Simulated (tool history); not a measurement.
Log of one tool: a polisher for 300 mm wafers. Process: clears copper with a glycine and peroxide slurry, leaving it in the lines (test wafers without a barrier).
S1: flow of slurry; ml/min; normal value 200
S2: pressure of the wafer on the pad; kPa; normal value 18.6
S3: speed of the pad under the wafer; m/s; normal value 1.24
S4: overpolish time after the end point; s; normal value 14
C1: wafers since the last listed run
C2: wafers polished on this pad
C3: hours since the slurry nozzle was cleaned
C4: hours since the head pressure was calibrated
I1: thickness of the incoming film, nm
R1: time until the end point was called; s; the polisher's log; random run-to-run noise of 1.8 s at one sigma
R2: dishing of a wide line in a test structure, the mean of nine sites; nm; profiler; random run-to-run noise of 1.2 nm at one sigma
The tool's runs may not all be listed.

run,hour,S1,S2,S3,S4,C1,C2,C3,C4,I1,R1,R2
1,0,200,22.8,1.12,14,0,714,214.6,993.3,948,133.7,58.8
2,23.2,200,18.6,1.24,14,206,920,237.8,1016.5,944.4,155.4,53.4
3,39.3,200,18.6,1.24,14,143,1064,253.9,1032.6,966.6,157.8,53.2
# hour 44.5: slurry nozzle cleaned
4,59.5,200,18.6,1.24,14,171,1235,15,1052.8,938,146.8,55.4
5,85.9,200,18.6,1.24,14,235,1470,41.4,1079.2,963.8,155.1,53.6
6,118.3,200,18.6,1.24,14,288,1759,73.8,1111.6,948.7,153.7,54.5
7,154.8,200,18.6,1.24,14,325,2084,110.3,1148.1,951.4,151.1,54.3
8,166.9,200,18.6,1.24,17,107,2191,122.4,1160.2,964,157.1,61.9
# hour 171: worn pad replaced by a new one
9,231.3,200,18.6,1.24,14,538,537,186.8,1224.6,956.6,154.2,55.3
# hour 240.7: head pressure recalibrated
10,249.1,200,18.6,1.24,14,140,678,204.6,8.4,969.4,155.6,54.4
11,275.2,220,15.9,1.24,14,232,910,230.7,34.5,949.1,177.7,47.3
# hour 286: slurry nozzle cleaned
12,310.2,170,18.6,0.88,14,302,1213,24.2,69.5,971.6,180.1,50.1
13,331.1,240,18.6,1.38,10,186,1399,45.1,90.4,950.6,139.4,46.3
14,352.8,200,18.6,1.24,21,193,1592,66.8,112.1,949.7,151.7,75.6
15,387.2,200,24.1,1.46,14,306,1899,101.2,146.5,937.5,108,71.3
16,411.7,200,18.6,1.24,14,218,2117,125.7,171,952.6,152.8,52.2
17,439.6,255,18.6,1.46,14,248,2365,153.6,198.9,964.6,137.1,59.1
18,456.9,155,18.6,1.46,18,154,2520,170.9,216.2,955.2,144.1,68.2
# hour 467: worn pad replaced by a new one
19,491.7,165,18.6,1.66,6,274,220,205.7,251,955.3,133.2,29.2
20,524.3,175,18.6,1.52,14,290,510,238.3,283.6,960.1,141.1,58.2

Predict the results of run 21:
21,547.9,200,18.6,1.24,14,210,720,261.9,307.2,938.6,?,?

R1: 153.5 s
R2: 54 nm
Were there no unlogged condition in the tool, this run, its random variation unchanged, would have produced R1 146.6 s, R2 56 nm.

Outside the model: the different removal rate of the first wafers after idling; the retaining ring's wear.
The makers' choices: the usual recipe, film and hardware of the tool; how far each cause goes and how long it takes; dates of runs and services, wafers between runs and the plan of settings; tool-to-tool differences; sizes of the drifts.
